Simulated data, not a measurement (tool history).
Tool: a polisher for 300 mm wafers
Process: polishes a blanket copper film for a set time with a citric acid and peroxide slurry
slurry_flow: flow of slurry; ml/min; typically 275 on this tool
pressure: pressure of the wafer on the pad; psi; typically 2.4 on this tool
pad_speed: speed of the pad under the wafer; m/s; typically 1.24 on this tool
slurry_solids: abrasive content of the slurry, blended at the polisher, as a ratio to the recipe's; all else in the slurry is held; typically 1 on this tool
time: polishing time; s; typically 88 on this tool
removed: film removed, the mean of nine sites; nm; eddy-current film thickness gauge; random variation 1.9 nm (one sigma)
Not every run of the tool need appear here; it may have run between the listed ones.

run,hour,slurry_flow,pressure,pad_speed,slurry_solids,time,"incoming thickness of the incoming film, nm",removed
1,0,275,2.4,1.58,1,88,1094,204.6
2,92.7,275,2.4,1.58,1,88,1056.7,223.7
3,179.3,275,2.4,1.24,1,88,1073.3,181.6
4,218.7,275,2.4,1.24,1,88,1084.9,184.7
5,289.8,275,2.9,1.24,0.8,88,1092,208.7
6,386.7,275,2.9,1.24,0.8,88,1079,206.2
7,490.6,275,2.4,1.24,1,88,1077.8,179.8
8,574,275,2.4,1.24,1,88,1071.6,181
9,669.5,275,2.4,1.24,1,88,1083.5,183.8
10,751.5,275,2.4,1.24,1,70,1056.6,149.6
11,798.5,275,1.8,1.24,1.2,88,1059.5,145.5
12,876.9,275,2.4,1.24,1,88,1074.2,184.4
13,924.9,275,3.2,0.82,1,106,1069.5,225.9
14,980.3,275,1.9,1,1,88,1080.5,128.4
15,1080.2,205,2.4,1.24,1,65,1060.5,132.5
16,1183.9,275,2.4,1.24,1,88,1103.4,175.8
17,1244.8,275,2.4,1.24,1,88,1086.7,184.4
18,1303.1,275,2.8,1.24,1,88,1082.3,218.8
19,1351.9,275,2.4,1.24,1.15,88,1072.3,193.4
20,1420.1,275,2.4,1.4,1.2,88,1074.5,212.7
21,1470.5,305,2.1,1.24,1,88,1097.7,163.5
22,1569.8,275,2.7,1.24,1.3,88,1079.8,223.5
23,1634,275,2.2,1.24,1,79,1076.8,151.8
24,1742.8,275,2.4,1.24,1,111,1081.2,230.7
25,1819.8,275,2.4,1.24,1,88,1071.1,176.7
26,1925.4,275,2.4,1.24,1,88,1096.3,184.5
27,1983.9,275,2.4,1.24,1,88,1082,189
28,2050.8,275,2.4,1.24,1.3,88,1098.3,198.3
29,2116.6,275,2.4,1.04,0.85,72,1095.3,128.8

Put back what was entered between runs (12 entries, withheld): which listed runs does each sit between, and how does the hidden state differ from the listed run before to the listed run after?
Runs 1 to 2: worn pad replaced by a new one (hour 6.5)
  removal rate lost through wear of the pad, %: 7.26 -> 0.88
  measured value less the no-hidden-state value, removed: -16 -> -2 nm
Runs 2 to 3: slurry nozzle cleaned (hour 159.5)
  removal rate lost through wear of the pad, %: 0.88 -> 1.21
  measured value less the no-hidden-state value, removed: -2 -> -2.2 nm
Runs 4 to 5: slurry blender recalibrated (hour 257.4)
  removal rate lost through wear of the pad, %: 1.43 -> 1.95
  measured value less the no-hidden-state value, removed: -2.7 -> -4.1 nm
Runs 7 to 8: head pressure recalibrated (hour 554.7)
  removal rate lost through wear of the pad, %: 4.23 -> 5.52
  measured value less the no-hidden-state value, removed: -7.9 -> -10.5 nm
Runs 8 to 9: worn pad replaced by a new one (hour 643.2)
  removal rate lost through wear of the pad, %: 5.52 -> 1.27
  measured value less the no-hidden-state value, removed: -10.5 -> -2.4 nm
Runs 10 to 11: slurry nozzle cleaned (hour 791.8)
  removal rate lost through wear of the pad, %: 1.43 -> 1.61
  measured value less the no-hidden-state value, removed: -2.2 -> -2.4 nm
Runs 12 to 13: slurry blender recalibrated (hour 911.9)
  removal rate lost through wear of the pad, %: 2.06 -> 2.43
  measured value less the no-hidden-state value, removed: -3.9 -> -5.6 nm
Runs 16 to 17: worn pad replaced by a new one (hour 1244)
  removal rate lost through wear of the pad, %: 5.57 -> 0.249
  measured value less the no-hidden-state value, removed: -10.3 -> -0.5 nm
Runs 21 to 22: slurry nozzle cleaned (hour 1473.6)
  removal rate lost through wear of the pad, %: 1 -> 1.81
  measured value less the no-hidden-state value, removed: -1.7 -> -4.1 nm
Runs 23 to 24: slurry blender recalibrated (hour 1638); head pressure recalibrated (hour 1643)
  removal rate lost through wear of the pad, %: 2.49 -> 3.92
  measured value less the no-hidden-state value, removed: -3.9 -> -9.4 nm
Runs 25 to 26: worn pad replaced by a new one (hour 1866.6)
  removal rate lost through wear of the pad, %: 5.14 -> 0.241
  measured value less the no-hidden-state value, removed: -9.6 -> -0.4 nm

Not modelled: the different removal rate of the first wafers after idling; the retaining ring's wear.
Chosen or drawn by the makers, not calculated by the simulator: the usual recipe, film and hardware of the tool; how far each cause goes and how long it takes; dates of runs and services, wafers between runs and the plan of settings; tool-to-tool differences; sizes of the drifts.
